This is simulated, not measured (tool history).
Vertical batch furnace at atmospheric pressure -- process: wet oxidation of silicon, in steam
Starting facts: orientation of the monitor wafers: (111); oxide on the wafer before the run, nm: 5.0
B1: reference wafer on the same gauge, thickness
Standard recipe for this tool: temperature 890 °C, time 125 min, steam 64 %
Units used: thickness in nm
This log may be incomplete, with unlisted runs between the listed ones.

run 1 hour=0 | temperature=890 time=125 steam=64 | B1=249.15 | thickness=224.99
run 2 hour=18.6 | temperature=890 time=125 steam=64 | B1=248.9 | thickness=224.07
run 3 hour=32.7 | temperature=890 time=125 steam=64 | B1=248.92 | thickness=224.35
run 4 hour=52.6 | temperature=890 time=166 steam=73 | B1=249.01 | thickness=309.48
run 5 hour=64.7 | temperature=890 time=166 steam=73 | B1=249.12 | thickness=310.41
run 6 hour=82.3 | temperature=890 time=166 steam=73 | B1=248.92 | thickness=308.5
-- hour=117.2 steam generator serviced
-- hour=140.4 thermocouples replaced and temperature profile calibrated
run 7 hour=140.9 | temperature=890 time=125 steam=64 | B1=248.85 | thickness=239.47
-- hour=145 gauge calibrated
run 8 hour=146.6 | temperature=890 time=125 steam=60 | B1=248.83 | thickness=227.57
run 9 hour=152.3 | temperature=890 time=125 steam=64 | B1=249.1 | thickness=238.21
run 10 hour=158.1 | temperature=890 time=125 steam=64 | B1=248.95 | thickness=239.1
run 11 hour=163.8 | temperature=909 time=125 steam=73 | B1=249.04 | thickness=321.22
run 12 hour=169.5 | temperature=884 time=150 steam=70 | B1=249.02 | thickness=276.47
run 13 hour=187.7 | temperature=906 time=107 steam=64 | B1=249.11 | thickness=252.3
run 14 hour=198.6 | temperature=890 time=125 steam=70 | B1=249.09 | thickness=256.5
run 15 hour=212.1 | temperature=876 time=82 steam=60 | B1=248.98 | thickness=134.15

Estimate the outcome of run 16 from the log above:
run 16 hour=234.9 | temperature=890 time=125 steam=68 | B1=? | thickness=?

B1: 249.19
thickness: 249.9 nm
If the tool had no hidden condition, the same run with the same run-to-run variation would have returned thickness 251.45 nm.
